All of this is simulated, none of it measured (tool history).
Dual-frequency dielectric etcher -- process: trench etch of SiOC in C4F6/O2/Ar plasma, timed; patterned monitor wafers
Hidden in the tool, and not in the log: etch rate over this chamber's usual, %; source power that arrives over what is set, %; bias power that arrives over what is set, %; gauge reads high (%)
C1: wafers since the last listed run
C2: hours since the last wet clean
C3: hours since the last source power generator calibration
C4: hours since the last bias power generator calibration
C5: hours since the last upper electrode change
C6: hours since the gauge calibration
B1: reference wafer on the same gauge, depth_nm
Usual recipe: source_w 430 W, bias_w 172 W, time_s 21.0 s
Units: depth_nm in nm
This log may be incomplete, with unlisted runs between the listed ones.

{"run": 1, "day": 0.0, "source_w": 430, "bias_w": 198, "time_s": 21.0, "C1": 0, "C2": 143.6, "C3": 831.0, "C4": 2344.3, "C5": 1273.0, "C6": 983.2, "B1": 43.63, "depth_nm": 50.92}
{"run": 2, "day": 3.704, "source_w": 430, "bias_w": 198, "time_s": 21.0, "C1": 1334, "C2": 232.5, "C3": 919.9, "C4": 2433.2, "C5": 1361.9, "C6": 1072.1, "B1": 43.73, "depth_nm": 50.96}
{"run": 3, "day": 6.817, "source_w": 430, "bias_w": 198, "time_s": 21.0, "C1": 1121, "C2": 307.2, "C3": 994.6, "C4": 2507.9, "C5": 1436.6, "C6": 1146.8, "B1": 43.79, "depth_nm": 51.21}
{"run": 4, "day": 10.279, "source_w": 430, "bias_w": 172, "time_s": 19.0, "C1": 1247, "C2": 390.3, "C3": 1077.7, "C4": 2591.0, "C5": 1519.7, "C6": 1229.9, "B1": 43.88, "depth_nm": 44.64}
{"run": 5, "day": 14.65, "source_w": 430, "bias_w": 157, "time_s": 21.0, "C1": 1574, "C2": 495.2, "C3": 1182.6, "C4": 2695.9, "C5": 1624.6, "C6": 1334.8, "B1": 43.98, "depth_nm": 48.54}
{"day": 17.346, "done": "wet clean of the chamber"}
{"run": 6, "day": 17.367, "source_w": 430, "bias_w": 204, "time_s": 21.0, "C1": 618, "C2": 0.5, "C3": 1247.8, "C4": 2761.1, "C5": 1689.8, "C6": 1400.0, "B1": 44.08, "depth_nm": 51.54}
{"run": 7, "day": 27.571, "source_w": 510, "bias_w": 172, "time_s": 23.0, "C1": 3675, "C2": 245.4, "C3": 1492.7, "C4": 3006.0, "C5": 1934.7, "C6": 1644.9, "B1": 44.35, "depth_nm": 56.83}
{"run": 8, "day": 29.196, "source_w": 510, "bias_w": 172, "time_s": 23.0, "C1": 585, "C2": 284.4, "C3": 1531.7, "C4": 3045.0, "C5": 1973.7, "C6": 1683.9, "B1": 44.37, "depth_nm": 56.93}
{"day": 30.938, "done": "gauge calibrated"}
{"run": 9, "day": 31.046, "source_w": 510, "bias_w": 172, "time_s": 23.0, "C1": 666, "C2": 328.8, "C3": 1576.1, "C4": 3089.4, "C5": 2018.1, "C6": 2.6, "B1": 43.22, "depth_nm": 55.39}
{"run": 10, "day": 35.388, "source_w": 430, "bias_w": 172, "time_s": 21.0, "C1": 1563, "C2": 433.0, "C3": 1680.3, "C4": 3193.6, "C5": 2122.3, "C6": 106.8, "B1": 43.24, "depth_nm": 48.67}
{"run": 11, "day": 37.154, "source_w": 430, "bias_w": 172, "time_s": 21.0, "C1": 636, "C2": 475.4, "C3": 1722.7, "C4": 3236.0, "C5": 2164.7, "C6": 149.2, "B1": 43.22, "depth_nm": 48.57}
{"day": 40.625, "done": "wet clean of the chamber"}
{"run": 12, "day": 40.796, "source_w": 430, "bias_w": 172, "time_s": 25.0, "C1": 951, "C2": 4.1, "C3": 1810.1, "C4": 3323.4, "C5": 2252.1, "C6": 236.6, "B1": 43.26, "depth_nm": 57.99}
{"day": 43.388, "done": "bias power generator calibrated"}
{"run": 13, "day": 43.804, "source_w": 430, "bias_w": 172, "time_s": 21.0, "C1": 1023, "C2": 76.3, "C3": 1882.3, "C4": 10.0, "C5": 2324.3, "C6": 308.8, "B1": 43.3, "depth_nm": 48.79}
{"day": 46.062, "done": "upper electrode replaced"}
{"run": 14, "day": 47.371, "source_w": 430, "bias_w": 157, "time_s": 21.0, "C1": 924, "C2": 161.9, "C3": 1967.9, "C4": 95.6, "C5": 31.4, "C6": 394.4, "B1": 43.26, "depth_nm": 47.8}
{"run": 15, "day": 50.175, "source_w": 350, "bias_w": 144, "time_s": 17.0, "C1": 1010, "C2": 229.2, "C3": 2035.2, "C4": 162.9, "C5": 98.7, "C6": 461.7, "B1": 43.32, "depth_nm": 36.33}
{"run": 16, "day": 52.729, "source_w": 510, "bias_w": 158, "time_s": 16.5, "C1": 920, "C2": 290.5, "C3": 2096.5, "C4": 224.2, "C5": 160.0, "C6": 523.0, "B1": 43.32, "depth_nm": 38.9}
{"day": 53.304, "done": "source power generator calibrated"}
{"run": 17, "day": 54.583, "source_w": 370, "bias_w": 198, "time_s": 27.5, "C1": 607, "C2": 335.0, "C3": 30.7, "C4": 268.7, "C5": 204.5, "C6": 567.5, "B1": 43.33, "depth_nm": 64.38}
{"run": 18, "day": 58.325, "source_w": 430, "bias_w": 130, "time_s": 26.0, "C1": 1347, "C2": 424.8, "C3": 120.5, "C4": 358.5, "C5": 294.3, "C6": 657.3, "B1": 43.42, "depth_nm": 56.91}
{"run": 19, "day": 61.925, "source_w": 430, "bias_w": 172, "time_s": 16.0, "C1": 1296, "C2": 511.2, "C3": 206.9, "C4": 444.9, "C5": 380.7, "C6": 743.7, "B1": 43.43, "depth_nm": 37.1}
{"day": 65.129, "done": "wet clean of the chamber"}
{"run": 20, "day": 65.2, "source_w": 360, "bias_w": 172, "time_s": 21.0, "C1": 819, "C2": 1.7, "C3": 285.5, "C4": 523.5, "C5": 459.3, "C6": 822.3, "B1": 43.47, "depth_nm": 47.46}
{"run": 21, "day": 68.462, "source_w": 430, "bias_w": 172, "time_s": 21.0, "C1": 1175, "C2": 80.0, "C3": 363.8, "C4": 601.8, "C5": 537.6, "C6": 900.6, "B1": 43.57, "depth_nm": 49.02}
{"run": 22, "day": 70.367, "source_w": 430, "bias_w": 172, "time_s": 21.0, "C1": 685, "C2": 125.7, "C3": 409.5, "C4": 647.5, "C5": 583.3, "C6": 946.3, "B1": 43.58, "depth_nm": 49.14}
{"run": 23, "day": 73.175, "source_w": 430, "bias_w": 172, "time_s": 24.5, "C1": 1011, "C2": 193.1, "C3": 476.9, "C4": 714.9, "C5": 650.7, "C6": 1013.7, "B1": 43.64, "depth_nm": 57.49}
{"run": 24, "day": 75.721, "source_w": 430, "bias_w": 194, "time_s": 21.0, "C1": 917, "C2": 254.2, "C3": 538.0, "C4": 776.0, "C5": 711.8, "C6": 1074.8, "B1": 43.66, "depth_nm": 50.58}
{"run": 25, "day": 77.479, "source_w": 430, "bias_w": 172, "time_s": 21.0, "C1": 633, "C2": 296.4, "C3": 580.2, "C4": 818.2, "C5": 754.0, "C6": 1117.0, "B1": 43.75, "depth_nm": 49.3}
{"run": 26, "day": 79.404, "source_w": 460, "bias_w": 172, "time_s": 15.5, "C1": 693, "C2": 342.6, "C3": 626.4, "C4": 864.4, "C5": 800.2, "C6": 1163.2, "B1": 43.75, "depth_nm": 36.94}
{"run": 27, "day": 83.696, "source_w": 490, "bias_w": 196, "time_s": 16.5, "C1": 1545, "C2": 445.6, "C3": 729.4, "C4": 967.4, "C5": 903.2, "C6": 1266.2, "B1": 43.85, "depth_nm": 41.28}
{"run": 28, "day": 87.0, "source_w": 430, "bias_w": 143, "time_s": 21.0, "C1": 1190, "C2": 524.9, "C3": 808.7, "C4": 1046.7, "C5": 982.5, "C6": 1345.5, "B1": 43.87, "depth_nm": 47.58}
{"day": 90.246, "done": "wet clean of the chamber"}
{"run": 29, "day": 91.325, "source_w": 430, "bias_w": 172, "time_s": 21.0, "C1": 1197, "C2": 25.9, "C3": 912.5, "C4": 1150.5, "C5": 1086.3, "C6": 1449.3, "B1": 44.03, "depth_nm": 49.57}

Branching from run 29: 5 alternative next runs. What would each branch give?
{"run": "A", "day": 91.342, "source_w": 430, "bias_w": 172, "time_s": 18.0, "C1": 6, "C2": 26.3, "C3": 912.9, "C4": 1150.9, "C5": 1086.7, "C6": 1449.7, "B1": "?", "depth_nm": "?"}
{"run": "B", "day": 91.342, "source_w": 430, "bias_w": 144, "time_s": 27.5, "C1": 6, "C2": 26.3, "C3": 912.9, "C4": 1150.9, "C5": 1086.7, "C6": 1449.7, "B1": "?", "depth_nm": "?"}
{"run": "C", "day": 91.342, "source_w": 430, "bias_w": 196, "time_s": 21.0, "C1": 6, "C2": 26.3, "C3": 912.9, "C4": 1150.9, "C5": 1086.7, "C6": 1449.7, "B1": "?", "depth_nm": "?"}
{"run": "D", "day": 91.342, "source_w": 490, "bias_w": 215, "time_s": 18.0, "C1": 6, "C2": 26.3, "C3": 912.9, "C4": 1150.9, "C5": 1086.7, "C6": 1449.7, "B1": "?", "depth_nm": "?"}
{"run": "E", "day": 91.342, "source_w": 430, "bias_w": 161, "time_s": 14.5, "C1": 6, "C2": 26.3, "C3": 912.9, "C4": 1150.9, "C5": 1086.7, "C6": 1449.7, "B1": "?", "depth_nm": "?"}

run=A B1=43.98 depth_nm=42.46
run=B B1=43.98 depth_nm=62.33
run=C B1=43.98 depth_nm=51.11
run=D B1=43.98 depth_nm=46.07
run=E B1=43.98 depth_nm=33.69
Had the tool no hidden state, the same runs would have come out as:
run=A depth_nm=41.76
run=B depth_nm=61.30
run=C depth_nm=50.27
run=D depth_nm=45.31
run=E depth_nm=33.13

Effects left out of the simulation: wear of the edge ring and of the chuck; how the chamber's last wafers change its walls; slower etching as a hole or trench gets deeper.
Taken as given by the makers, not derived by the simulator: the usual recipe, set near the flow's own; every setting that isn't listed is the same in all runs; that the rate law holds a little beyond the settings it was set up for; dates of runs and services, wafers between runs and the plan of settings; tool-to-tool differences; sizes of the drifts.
